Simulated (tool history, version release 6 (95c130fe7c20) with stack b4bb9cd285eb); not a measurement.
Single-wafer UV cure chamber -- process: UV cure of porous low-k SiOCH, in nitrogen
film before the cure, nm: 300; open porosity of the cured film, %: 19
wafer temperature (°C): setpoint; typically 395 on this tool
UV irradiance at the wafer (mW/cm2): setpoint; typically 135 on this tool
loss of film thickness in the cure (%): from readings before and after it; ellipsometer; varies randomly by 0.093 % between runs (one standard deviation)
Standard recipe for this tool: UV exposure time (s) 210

run,hour,wafer temperature (°C),UV exposure time (s),UV irradiance at the wafer (mW/cm2),loss of film thickness in the cure (%)
1,0.0,395,210,135,11.255
2,12.6,395,210,135,11.105
3,29.8,395,210,135,11.214
4,47.1,395,210,135,11.190
5,60.8,395,210,135,11.295
6,67.6,395,210,135,11.118
7,82.7,410,210,135,11.436
8,91.9,410,210,135,11.115
9,101.4,395,270,135,12.070
10,110.2,395,270,135,12.218
11,118.4,395,270,135,12.062
12,129.6,395,210,135,11.115
13,141.2,395,210,135,10.887
# hour 156.1: UV bulbs replaced
14,156.6,395,210,135,11.181
15,164.4,384,210,135,10.755
16,171.1,395,210,99,9.540
# hour 219.7: quartz window cleaned
17,220.2,395,210,135,11.366
18,222.6,395,210,135,11.651
19,239.9,395,130,135,9.566
20,252.6,384,210,151,11.856
21,261.7,401,90,100,7.098
22,273.3,395,210,135,11.548
23,286.6,387,160,107,9.197
24,303.4,395,100,135,8.409
25,315.1,410,265,110,11.912
26,323.9,401,210,135,11.739
27,334.4,382,320,162,13.836
28,340.8,400,105,96,7.442
29,357.8,395,210,146,11.874
30,370.9,395,210,135,11.459
31,383.9,385,305,135,13.045

Measured result minus the same run's result without the hidden state. Both carry the same run-to-run variation, though not necessarily the same gauge scatter:
Hidden conditions of the tool in this case: lamp output below its setpoint, %; transmission lost against a clean window, %.
run,loss of film thickness in the cure (%)
1,-0.329
2,-0.343
3,-0.374
4,-0.403
5,-0.431
6,-0.437
7,-0.471
8,-0.475
9,-0.508
10,-0.532
11,-0.542
12,-0.560
13,-0.573
14,-0.623
15,-0.625
16,-0.613
17,-0.053
18,-0.054
19,-0.052
20,-0.055
21,-0.049
22,-0.058
23,-0.056
24,-0.059
25,-0.068
26,-0.072
27,-0.077
28,-0.069
29,-0.085
30,-0.090
31,-0.100
